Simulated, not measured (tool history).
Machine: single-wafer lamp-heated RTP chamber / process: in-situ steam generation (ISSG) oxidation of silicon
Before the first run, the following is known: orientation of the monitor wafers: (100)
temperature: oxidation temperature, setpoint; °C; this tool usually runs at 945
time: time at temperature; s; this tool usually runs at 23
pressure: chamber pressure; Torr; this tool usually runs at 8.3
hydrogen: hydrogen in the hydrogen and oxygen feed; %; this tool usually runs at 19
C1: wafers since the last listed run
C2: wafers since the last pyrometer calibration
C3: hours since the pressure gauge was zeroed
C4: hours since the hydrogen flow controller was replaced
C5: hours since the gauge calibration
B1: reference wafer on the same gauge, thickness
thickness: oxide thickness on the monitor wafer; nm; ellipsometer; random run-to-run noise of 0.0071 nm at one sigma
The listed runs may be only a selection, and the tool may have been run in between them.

run 1 hour=0 | temperature=945 time=23 pressure=8.3 hydrogen=19 | C1=0 C2=2027 C3=673.8 C4=2721.3 C5=1089.8 | B1=5.659 | thickness=4.831
run 2 hour=41.7 | temperature=945 time=23 pressure=8.3 hydrogen=19 | C1=270 C2=2298 C3=715.5 C4=2763 C5=1131.5 | B1=5.659 | thickness=4.834
run 3 hour=85.9 | temperature=945 time=23 pressure=8.3 hydrogen=19 | C1=287 C2=2585 C3=759.7 C4=2807.2 C5=1175.7 | B1=5.661 | thickness=4.828
run 4 hour=137.5 | temperature=945 time=23 pressure=8.7 hydrogen=19 | C1=335 C2=2920 C3=811.3 C4=2858.8 C5=1227.3 | B1=5.659 | thickness=4.839
run 5 hour=179.4 | temperature=945 time=23 pressure=8.3 hydrogen=19 | C1=272 C2=3192 C3=853.2 C4=2900.7 C5=1269.2 | B1=5.659 | thickness=4.841
run 6 hour=238 | temperature=945 time=23 pressure=8.3 hydrogen=19 | C1=380 C2=3572 C3=911.8 C4=2959.3 C5=1327.8 | B1=5.659 | thickness=4.851
-- hour=261.4 pyrometer window cleaned and pyrometer calibrated
run 7 hour=353.6 | temperature=945 time=23 pressure=8.3 hydrogen=19 | C1=698 C2=598 C3=1027.4 C4=3074.9 C5=1443.4 | B1=5.659 | thickness=4.81
run 8 hour=384 | temperature=945 time=23 pressure=8.3 hydrogen=19 | C1=197 C2=796 C3=1057.8 C4=3105.3 C5=1473.8 | B1=5.659 | thickness=4.818
run 9 hour=420.4 | temperature=945 time=23 pressure=7.2 hydrogen=19 | C1=236 C2=1032 C3=1094.2 C4=3141.7 C5=1510.2 | B1=5.66 | thickness=4.811
-- hour=444.2 gauge calibrated
run 10 hour=481.5 | temperature=945 time=23 pressure=7.2 hydrogen=19 | C1=396 C2=1429 C3=1155.3 C4=3202.8 C5=37.3 | B1=5.661 | thickness=4.813
run 11 hour=522.6 | temperature=945 time=23 pressure=7.2 hydrogen=19 | C1=266 C2=1696 C3=1196.4 C4=3243.9 C5=78.4 | B1=5.658 | thickness=4.829
-- hour=540.9 hydrogen flow controller replaced
run 12 hour=592.3 | temperature=945 time=23 pressure=8.3 hydrogen=19 | C1=400 C2=2096 C3=1266.1 C4=51.4 C5=148.1 | B1=5.66 | thickness=4.789
run 13 hour=620.8 | temperature=945 time=23 pressure=8.3 hydrogen=19 | C1=185 C2=2282 C3=1294.6 C4=79.9 C5=176.6 | B1=5.661 | thickness=4.794
run 14 hour=654 | temperature=937 time=16 pressure=7.6 hydrogen=19 | C1=215 C2=2497 C3=1327.8 C4=113.1 C5=209.8 | B1=5.66 | thickness=4.065
run 15 hour=692.9 | temperature=962 time=31 pressure=6.9 hydrogen=19 | C1=252 C2=2750 C3=1366.7 C4=152 C5=248.7 | B1=5.66 | thickness=5.794
run 16 hour=725.7 | temperature=963 time=23 pressure=8.8 hydrogen=19 | C1=212 C2=2963 C3=1399.5 C4=184.8 C5=281.5 | B1=5.662 | thickness=5.093
run 17 hour=790.6 | temperature=940 time=23 pressure=7.3 hydrogen=19 | C1=421 C2=3384 C3=1464.4 C4=249.7 C5=346.4 | B1=5.66 | thickness=4.739
-- hour=834.9 pyrometer window cleaned and pyrometer calibrated
run 18 hour=835.4 | temperature=945 time=29 pressure=9.3 hydrogen=19 | C1=238 C2=3 C3=1509.2 C4=294.5 C5=391.2 | B1=5.662 | thickness=5.237
run 19 hour=878.3 | temperature=945 time=17 pressure=8.3 hydrogen=12 | C1=278 C2=282 C3=1552.1 C4=337.4 C5=434.1 | B1=5.661 | thickness=3.821
run 20 hour=903.1 | temperature=945 time=23 pressure=6.9 hydrogen=26 | C1=161 C2=443 C3=1576.9 C4=362.2 C5=458.9 | B1=5.661 | thickness=5.137
-- hour=919.8 pressure gauge zeroed
run 21 hour=973.9 | temperature=945 time=23 pressure=8.9 hydrogen=19 | C1=407 C2=850 C3=54.1 C4=433 C5=529.7 | B1=5.662 | thickness=4.764
run 22 hour=1055 | temperature=945 time=26 pressure=8.3 hydrogen=23 | C1=526 C2=1377 C3=135.2 C4=514.1 C5=610.8 | B1=5.661 | thickness=5.281
run 23 hour=1082.1 | temperature=945 time=23 pressure=8.3 hydrogen=19 | C1=175 C2=1553 C3=162.3 C4=541.2 C5=637.9 | B1=5.66 | thickness=4.797
run 24 hour=1142 | temperature=945 time=23 pressure=6.9 hydrogen=26 | C1=388 C2=1942 C3=222.2 C4=601.1 C5=697.8 | B1=5.659 | thickness=5.159

Predict the results of run 25:
run 25 hour=1200.5 | temperature=945 time=23 pressure=8.3 hydrogen=19 | C1=379 C2=2322 C3=280.7 C4=659.6 C5=756.3 | B1=? | thickness=?

Run 25 came out at B1 5.66, thickness 4.827 nm.
Had the tool carried no hidden state, the very same run would have given thickness 4.763 nm.
